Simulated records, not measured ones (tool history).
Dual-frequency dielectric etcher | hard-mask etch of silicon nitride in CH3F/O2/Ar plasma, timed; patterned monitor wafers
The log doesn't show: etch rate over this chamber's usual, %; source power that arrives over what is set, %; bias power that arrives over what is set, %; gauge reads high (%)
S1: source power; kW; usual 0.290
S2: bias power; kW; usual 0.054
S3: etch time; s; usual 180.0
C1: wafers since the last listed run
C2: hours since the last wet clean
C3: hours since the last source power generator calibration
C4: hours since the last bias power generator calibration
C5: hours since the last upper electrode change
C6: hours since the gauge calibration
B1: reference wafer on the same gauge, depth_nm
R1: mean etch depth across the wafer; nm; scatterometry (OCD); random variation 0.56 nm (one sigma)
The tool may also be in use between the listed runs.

run 1 hour=0.0 | S1=0.260 S2=0.054 S3=180.0 | C1=0 C2=232.5 C3=3669.9 C4=2312.3 C5=3575.4 C6=440.5 | B1=119.0 | R1=100.5
run 2 hour=68.7 | S1=0.290 S2=0.049 S3=180.0 | C1=508 C2=301.2 C3=3738.6 C4=2381.0 C5=3644.1 C6=509.2 | B1=119.0 | R1=100.9
run 3 hour=97.4 | S1=0.290 S2=0.054 S3=180.0 | C1=212 C2=329.9 C3=3767.3 C4=2409.7 C5=3672.8 C6=537.9 | B1=119.1 | R1=104.6
-- hour=154.3 wet clean of the chamber
run 4 hour=154.8 | S1=0.290 S2=0.054 S3=180.0 | C1=247 C2=0.5 C3=3824.7 C4=2467.1 C5=3730.2 C6=595.3 | B1=119.0 | R1=104.7
run 5 hour=187.4 | S1=0.290 S2=0.054 S3=180.0 | C1=241 C2=33.1 C3=3857.3 C4=2499.7 C5=3762.8 C6=627.9 | B1=119.0 | R1=104.7
run 6 hour=218.6 | S1=0.290 S2=0.054 S3=180.0 | C1=231 C2=64.3 C3=3888.5 C4=2530.9 C5=3794.0 C6=659.1 | B1=119.1 | R1=105.3
run 7 hour=252.9 | S1=0.290 S2=0.054 S3=180.0 | C1=254 C2=98.6 C3=3922.8 C4=2565.2 C5=3828.3 C6=693.4 | B1=119.1 | R1=104.6
-- hour=294.3 upper electrode replaced
-- hour=307.1 source power generator calibrated
run 8 hour=312.1 | S1=0.290 S2=0.054 S3=180.0 | C1=231 C2=157.8 C3=5.0 C4=2624.4 C5=17.8 C6=752.6 | B1=119.0 | R1=104.2
run 9 hour=376.4 | S1=0.290 S2=0.054 S3=180.0 | C1=476 C2=222.1 C3=69.3 C4=2688.7 C5=82.1 C6=816.9 | B1=119.0 | R1=103.5
run 10 hour=418.4 | S1=0.290 S2=0.054 S3=164.5 | C1=311 C2=264.1 C3=111.3 C4=2730.7 C5=124.1 C6=858.9 | B1=119.0 | R1=95.2
run 11 hour=469.4 | S1=0.260 S2=0.061 S3=146.5 | C1=377 C2=315.1 C3=162.3 C4=2781.7 C5=175.1 C6=909.9 | B1=119.0 | R1=86.1
-- hour=524.5 wet clean of the chamber
run 12 hour=525.0 | S1=0.220 S2=0.058 S3=180.0 | C1=234 C2=0.5 C3=217.9 C4=2837.3 C5=230.7 C6=965.5 | B1=119.0 | R1=98.8
run 13 hour=569.9 | S1=0.290 S2=0.054 S3=180.0 | C1=332 C2=45.4 C3=262.8 C4=2882.2 C5=275.6 C6=1010.4 | B1=119.0 | R1=104.2
run 14 hour=618.2 | S1=0.290 S2=0.066 S3=180.0 | C1=357 C2=93.7 C3=311.1 C4=2930.5 C5=323.9 C6=1058.7 | B1=119.1 | R1=113.3
run 15 hour=644.8 | S1=0.240 S2=0.050 S3=148.0 | C1=197 C2=120.3 C3=337.7 C4=2957.1 C5=350.5 C6=1085.3 | B1=119.0 | R1=78.7
-- hour=658.7 bias power generator calibrated
-- hour=712.7 gauge calibrated
run 16 hour=713.7 | S1=0.290 S2=0.066 S3=180.0 | C1=480 C2=189.2 C3=406.6 C4=55.0 C5=419.4 C6=1.0 | B1=118.9 | R1=112.3
run 17 hour=749.2 | S1=0.290 S2=0.054 S3=180.0 | C1=262 C2=224.7 C3=442.1 C4=90.5 C5=454.9 C6=36.5 | B1=118.9 | R1=104.1
run 18 hour=818.0 | S1=0.290 S2=0.054 S3=180.0 | C1=509 C2=293.5 C3=510.9 C4=159.3 C5=523.7 C6=105.3 | B1=119.0 | R1=104.1
run 19 hour=847.0 | S1=0.250 S2=0.044 S3=137.0 | C1=214 C2=322.5 C3=539.9 C4=188.3 C5=552.7 C6=134.3 | B1=118.9 | R1=70.3
run 20 hour=887.9 | S1=0.290 S2=0.054 S3=180.0 | C1=302 C2=363.4 C3=580.8 C4=229.2 C5=593.6 C6=175.2 | B1=118.9 | R1=104.6
run 21 hour=944.2 | S1=0.250 S2=0.054 S3=224.0 | C1=417 C2=419.7 C3=637.1 C4=285.5 C5=649.9 C6=231.5 | B1=119.0 | R1=124.6
-- hour=972.4 wet clean of the chamber
run 22 hour=1007.2 | S1=0.290 S2=0.054 S3=180.0 | C1=288 C2=34.8 C3=700.1 C4=348.5 C5=712.9 C6=294.5 | B1=119.0 | R1=103.6
run 23 hour=1040.3 | S1=0.290 S2=0.061 S3=218.5 | C1=245 C2=67.9 C3=733.2 C4=381.6 C5=746.0 C6=327.6 | B1=118.8 | R1=134.3
run 24 hour=1095.6 | S1=0.290 S2=0.054 S3=128.0 | C1=409 C2=123.2 C3=788.5 C4=436.9 C5=801.3 C6=382.9 | B1=119.0 | R1=73.9
run 25 hour=1130.9 | S1=0.240 S2=0.054 S3=197.5 | C1=261 C2=158.5 C3=823.8 C4=472.2 C5=836.6 C6=418.2 | B1=118.9 | R1=107.7
run 26 hour=1155.3 | S1=0.330 S2=0.065 S3=226.0 | C1=180 C2=182.9 C3=848.2 C4=496.6 C5=861.0 C6=442.6 | B1=118.9 | R1=146.8
run 27 hour=1214.1 | S1=0.290 S2=0.054 S3=136.5 | C1=435 C2=241.7 C3=907.0 C4=555.4 C5=919.8 C6=501.4 | B1=119.0 | R1=78.6
run 28 hour=1264.8 | S1=0.260 S2=0.061 S3=200.0 | C1=375 C2=292.4 C3=957.7 C4=606.1 C5=970.5 C6=552.1 | B1=118.9 | R1=116.0
run 29 hour=1318.2 | S1=0.290 S2=0.068 S3=180.0 | C1=395 C2=345.8 C3=1011.1 C4=659.5 C5=1023.9 C6=605.5 | B1=118.8 | R1=113.7

The tool's hidden state at each run:
etch rate over this chamber's usual, %: 0 in every run
source power that arrives over what is set, %: 0 in every run
bias power that arrives over what is set, %: 0 in every run
gauge reads high (%): 0 in every run
